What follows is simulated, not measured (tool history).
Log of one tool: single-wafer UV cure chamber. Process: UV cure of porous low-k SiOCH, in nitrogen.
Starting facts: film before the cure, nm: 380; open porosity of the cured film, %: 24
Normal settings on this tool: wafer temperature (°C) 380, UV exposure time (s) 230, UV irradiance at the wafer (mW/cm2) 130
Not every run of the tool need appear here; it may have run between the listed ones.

run	hour	wafer temperature (°C)	UV exposure time (s)	UV irradiance at the wafer (mW/cm2)	wafers since the last listed run	hours since the UV bulbs were replaced	wafers since the quartz window was cleaned	loss of film thickness in the cure (%)
1	0	380	230	130	0	2031.6	2325	12.813
2	43.6	380	230	130	198	2075.2	2524	12.723
# hour 120.9: UV bulbs replaced
3	122.4	380	230	130	323	1.5	2847	12.48
4	211	380	230	130	404	90.1	3252	12.804
# hour 281.7: quartz window cleaned
5	302	380	230	130	378	181.1	92	12.9
6	389	380	230	130	396	268.1	489	12.845
7	455.4	380	230	130	302	334.5	792	12.401
8	519.2	380	230	130	291	398.3	1083	12.639
9	592.9	380	330	130	336	472	1419	13.851
10	681.9	380	330	130	406	561	1826	14.045
11	779.3	380	330	130	444	658.4	2270	14.414
12	838.1	389	230	130	268	717.2	2538	12.979
# hour 1121.5: quartz window cleaned
13	1161	380	230	102	1436	1040.1	180	11.49
14	1259.4	380	230	153	448	1138.5	629	13.496
15	1305.9	380	230	153	212	1185	841	13.427
16	1412.3	380	165	130	485	1291.4	1326	11.183
17	1464.1	380	230	130	236	1343.2	1563	12.755
18	1506.1	380	230	130	191	1385.2	1754	12.318
19	1588.9	380	230	130	377	1468	2132	12.639
20	1631.6	380	230	130	194	1510.7	2327	12.573
21	1734	380	230	130	467	1613.1	2794	12.618
22	1824.7	389	230	105	413	1703.8	3208	11.856
23	1889.6	380	230	130	296	1768.7	3504	12.909
24	1965.8	398	285	169	347	1844.9	3852	15.37
# hour 2008: quartz window cleaned
25	2026.4	371	125	166	239	1905.5	83	11.035

Estimate the outcome of run 26 from the log above:
26	2087.3	391	285	99	277	1966.4	361	?

loss of film thickness in the cure (%): 12.646
Minus the tool's unlogged condition, the same run would have read loss of film thickness in the cure (%) 12.646.
